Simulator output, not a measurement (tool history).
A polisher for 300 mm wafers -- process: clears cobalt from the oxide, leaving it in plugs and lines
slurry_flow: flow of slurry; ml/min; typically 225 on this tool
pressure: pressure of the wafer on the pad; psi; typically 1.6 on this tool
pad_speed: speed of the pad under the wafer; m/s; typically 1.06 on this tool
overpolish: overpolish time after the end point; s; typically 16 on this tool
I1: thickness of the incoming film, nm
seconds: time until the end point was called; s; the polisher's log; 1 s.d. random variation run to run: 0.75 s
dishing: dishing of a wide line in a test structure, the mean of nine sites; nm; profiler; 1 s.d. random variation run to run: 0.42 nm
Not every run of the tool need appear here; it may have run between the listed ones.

run 1 hour=0 | slurry_flow=225 pressure=1.6 pad_speed=1.06 overpolish=16 | I1=320.6 | seconds=90.6 dishing=37.2
run 2 hour=11.4 | slurry_flow=225 pressure=1.6 pad_speed=1.06 overpolish=16 | I1=325.7 | seconds=90.9 dishing=36.7
run 3 hour=28.9 | slurry_flow=225 pressure=1.6 pad_speed=1.06 overpolish=16 | I1=324 | seconds=90.7 dishing=38.2
-- hour=47.3 worn pad replaced by a new one
run 4 hour=47.8 | slurry_flow=225 pressure=1.6 pad_speed=1.06 overpolish=16 | I1=319.5 | seconds=84.5 dishing=39.2
run 5 hour=57.3 | slurry_flow=225 pressure=1.6 pad_speed=1.06 overpolish=16 | I1=317.9 | seconds=84 dishing=37.6
run 6 hour=65.6 | slurry_flow=225 pressure=1.6 pad_speed=1.06 overpolish=16 | I1=316 | seconds=85.3 dishing=38.6
run 7 hour=80.4 | slurry_flow=225 pressure=1.6 pad_speed=0.92 overpolish=16 | I1=319.6 | seconds=99.5 dishing=34.7
run 8 hour=88 | slurry_flow=225 pressure=1.6 pad_speed=0.92 overpolish=16 | I1=313.6 | seconds=98.1 dishing=35.6
-- hour=92.8 head pressure recalibrated
run 9 hour=101.8 | slurry_flow=225 pressure=1.6 pad_speed=0.92 overpolish=16 | I1=324.6 | seconds=104.4 dishing=34.2
run 10 hour=119.4 | slurry_flow=225 pressure=1.2 pad_speed=1.06 overpolish=21 | I1=317.4 | seconds=117.5 dishing=36.7
run 11 hour=130.1 | slurry_flow=225 pressure=1.2 pad_speed=1.06 overpolish=21 | I1=322.1 | seconds=117.9 dishing=37.5
run 12 hour=141.3 | slurry_flow=225 pressure=1.2 pad_speed=1.06 overpolish=21 | I1=322.6 | seconds=118.2 dishing=36.3
-- hour=147.5 slurry nozzle cleaned
run 13 hour=155.6 | slurry_flow=225 pressure=1.1 pad_speed=1.24 overpolish=16 | I1=319.1 | seconds=111.9 dishing=31.8
-- hour=162.7 worn pad replaced by a new one
run 14 hour=173.4 | slurry_flow=225 pressure=1.6 pad_speed=1.06 overpolish=16 | I1=326.2 | seconds=87.2 dishing=38.2
run 15 hour=181.7 | slurry_flow=225 pressure=1.1 pad_speed=1.24 overpolish=16 | I1=321.8 | seconds=106.4 dishing=33.3
run 16 hour=189.6 | slurry_flow=225 pressure=2.1 pad_speed=1.06 overpolish=24 | I1=322.9 | seconds=65.7 dishing=51.2
run 17 hour=196.8 | slurry_flow=225 pressure=1.6 pad_speed=1.36 overpolish=16 | I1=318.3 | seconds=66.8 dishing=44.1
run 18 hour=206.3 | slurry_flow=205 pressure=1.6 pad_speed=1.06 overpolish=16 | I1=319.4 | seconds=87.1 dishing=37
run 19 hour=216.4 | slurry_flow=225 pressure=1.2 pad_speed=1.06 overpolish=21 | I1=319.4 | seconds=116.8 dishing=37.2
run 20 hour=222.6 | slurry_flow=150 pressure=1.6 pad_speed=1.06 overpolish=16 | I1=322.4 | seconds=91.7 dishing=36.1
run 21 hour=239.3 | slurry_flow=150 pressure=1.6 pad_speed=1.06 overpolish=16 | I1=320.2 | seconds=94.3 dishing=36.4
run 22 hour=246.1 | slurry_flow=225 pressure=1.6 pad_speed=1.06 overpolish=16 | I1=318 | seconds=88.2 dishing=37.4
run 23 hour=256.3 | slurry_flow=225 pressure=1.6 pad_speed=0.96 overpolish=16 | I1=323.5 | seconds=99.7 dishing=34.9
run 24 hour=263.7 | slurry_flow=185 pressure=1.6 pad_speed=1.06 overpolish=16 | I1=320 | seconds=91.6 dishing=37

Forecast each of these 3 alternatives for the next run:
run A hour=264.2 | slurry_flow=225 pressure=1.6 pad_speed=1.44 overpolish=16 | I1=322.6 | seconds=? dishing=?
run B hour=264.2 | slurry_flow=245 pressure=1.6 pad_speed=0.68 overpolish=12 | I1=322.6 | seconds=? dishing=?
run C hour=264.2 | slurry_flow=155 pressure=2 pad_speed=1.16 overpolish=21 | I1=322.6 | seconds=? dishing=?

run=A seconds=65.6 dishing=44.5
run=B seconds=137.6 dishing=23.1
run=C seconds=68.3 dishing=49.1
With no hidden state in the tool, these same runs would have given:
run=A seconds=60.6 dishing=46.2
run=B seconds=127.1 dishing=24.6
run=C seconds=63.1 dishing=50.6
